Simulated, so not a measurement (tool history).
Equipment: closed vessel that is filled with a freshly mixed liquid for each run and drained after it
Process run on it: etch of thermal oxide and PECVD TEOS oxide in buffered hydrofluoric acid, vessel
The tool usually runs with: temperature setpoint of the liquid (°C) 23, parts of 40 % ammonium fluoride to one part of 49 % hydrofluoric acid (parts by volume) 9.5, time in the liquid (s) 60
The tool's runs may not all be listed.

run     day  temperature setpoint of the liquid (°C)  parts of 40 % ammonium fluoride to one part of 49 % hydrofluoric acid (parts by volume)  time in the liquid (s)  wafers since the last listed run  hours since the thermometer was replaced  hours since the hydrofluoric acid flow meter was replaced  hours since the gauge calibration  read-back film thickness of the thermal oxide reference wafer, read on the same gauge (nm)  read-back film thickness of the PECVD TEOS oxide reference wafer, read on the same gauge (nm)  thickness taken off the thermal oxide on a monitor wafer (Å)  thickness taken off the PECVD TEOS oxide on a monitor wafer (Å)
  1       0                                       23                                                                                      9.5                      60                                 0                                    2553.6                                                     1861.7                              290.7                                                                                         100                                                                                          30.02                                                         651.9                                                           1447.8
  2   0.462                                       23                                                                                      8.5                      60                              1517                                    2564.7                                                     1872.8                              301.8                                                                                      100.01                                                                                          29.99                                                         722.8                                                           1594.2
  3   1.125                                       23                                                                                      8.5                      60                              2173                                    2580.6                                                     1888.7                              317.7                                                                                      100.02                                                                                          30.01                                                         720.1                                                           1595.4
  4   1.621                                       23                                                                                     12.5                      70                              1626                                    2592.5                                                     1900.6                              329.6                                                                                      100.02                                                                                          30.03                                                         593.6                                                           1307.4
          2  -- hydrofluoric acid flow meter replaced
  5   2.271                                       23                                                                                     12.5                      70                              1995                                    2608.1                                                        6.5                              345.2                                                                                      100.02                                                                                          29.97                                                         591.5                                                           1315.4
  6   2.546                                       23                                                                                     12.5                      70                               902                                    2614.7                                                       13.1                              351.8                                                                                         100                                                                                          30.04                                                         594.5                                                           1315.6
      3.075  -- gauge calibrated
  7   4.504                                       23                                                                                      9.5                      60                              6424                                    2661.7                                                       60.1                               34.3                                                                                       99.98                                                                                          29.99                                                         655.3                                                           1449.9
      4.554  -- thermometer replaced
  8   4.838                                       23                                                                                      9.5                      60                               956                                       6.8                                                       68.1                               42.3                                                                                         100                                                                                          29.99                                                         652.7                                                           1441.4
  9   5.329                                     27.5                                                                                      9.5                      60                              1612                                      18.6                                                       79.9                               54.1                                                                                       99.99                                                                                             30                                                         832.1                                                           1845.9
 10   5.588                                       23                                                                                      9.5                      60                               847                                      24.8                                                       86.1                               60.3                                                                                       99.97                                                                                          29.99                                                         651.7                                                           1447.3
 11    6.05                                     21.5                                                                                       12                      60                              1517                                      35.9                                                       97.2                               71.4                                                                                       99.98                                                                                             30                                                         486.9                                                           1082.5
 12   6.388                                       23                                                                                        6                      80                              1107                                        44                                                      105.3                               79.5                                                                                       99.99                                                                                          29.99                                                        1348.3                                                           2997.5
 13   7.071                                     18.5                                                                                      9.5                      60                              2241                                      60.4                                                      121.7                               95.9                                                                                      100.02                                                                                          29.97                                                         505.8                                                           1125.3
 14   7.775                                     27.5                                                                                        8                      35                              2310                                      77.3                                                      138.6                              112.8                                                                                      100.01                                                                                             30                                                         570.8                                                           1261.6
 15   8.175                                       23                                                                                      9.5                      60                              1312                                      86.9                                                      148.2                              122.4                                                                                         100                                                                                          29.98                                                         655.5                                                           1443.3
 16   8.683                                     27.5                                                                                     12.5                      80                              1667                                      99.1                                                      160.4                              134.6                                                                                      100.01                                                                                             30                                                         861.5                                                           1905.2
 17   9.221                                     24.5                                                                                       11                      85                              1763                                       112                                                      173.3                              147.5                                                                                       99.97                                                                                          29.99                                                         888.2                                                           1967.6
 18   9.496                                       23                                                                                      9.5                      60                               902                                     118.6                                                      179.9                              154.1                                                                                         100                                                                                          29.98                                                         654.9                                                           1450.9
 19   9.871                                       23                                                                                      9.5                      60                              1230                                     127.6                                                      188.9                              163.1                                                                                       99.98                                                                                          29.99                                                         651.6                                                           1452.5
 20    10.4                                     21.5                                                                                      9.5                      60                              1735                                     140.3                                                      201.6                              175.8                                                                                         100                                                                                          30.02                                                         599.1                                                           1329.9
 21  10.717                                       26                                                                                      7.5                      70                              1038                                     147.9                                                      209.2                              183.4                                                                                      100.03                                                                                          30.04                                                        1126.4                                                           2519.7
 22  11.388                                       23                                                                                        7                      80                              2200                                       164                                                      225.3                              199.5                                                                                       99.96                                                                                          29.99                                                        1178.3                                                           2605.8
 23  11.829                                       23                                                                                      9.5                      60                              1448                                     174.6                                                      235.9                              210.1                                                                                      100.04                                                                                          29.96                                                         652.9                                                           1446.4
 24  12.204                                     18.5                                                                                        7                      30                              1230                                     183.6                                                      244.9                              219.1                                                                                       99.96                                                                                          30.07                                                         343.9                                                            766.4
 25  12.512                                       23                                                                                      9.5                      60                              1011                                       191                                                      252.3                              226.5                                                                                      100.02                                                                                          29.99                                                         653.5                                                           1441.1
 26  12.808                                     26.5                                                                                      6.5                      80                               970                                     198.1                                                      259.4                              233.6                                                                                       99.98                                                                                          30.04                                                        1521.2                                                           3403.5
 27  13.183                                       23                                                                                      9.5                      60                              1230                                     207.1                                                      268.4                              242.6                                                                                      100.01                                                                                          29.97                                                         650.4                                                             1440

Hidden condition of the tool, last listed run before each entry between runs versus first listed run after:
Runs 4 to 5: hydrofluoric acid flow meter replaced (day 2)
  the hidden state is the same at both runs
Runs 6 to 7: gauge calibrated (day 3.075)
  the hidden state is the same at both runs
Runs 7 to 8: thermometer replaced (day 4.554)
  the hidden state is the same at both runs
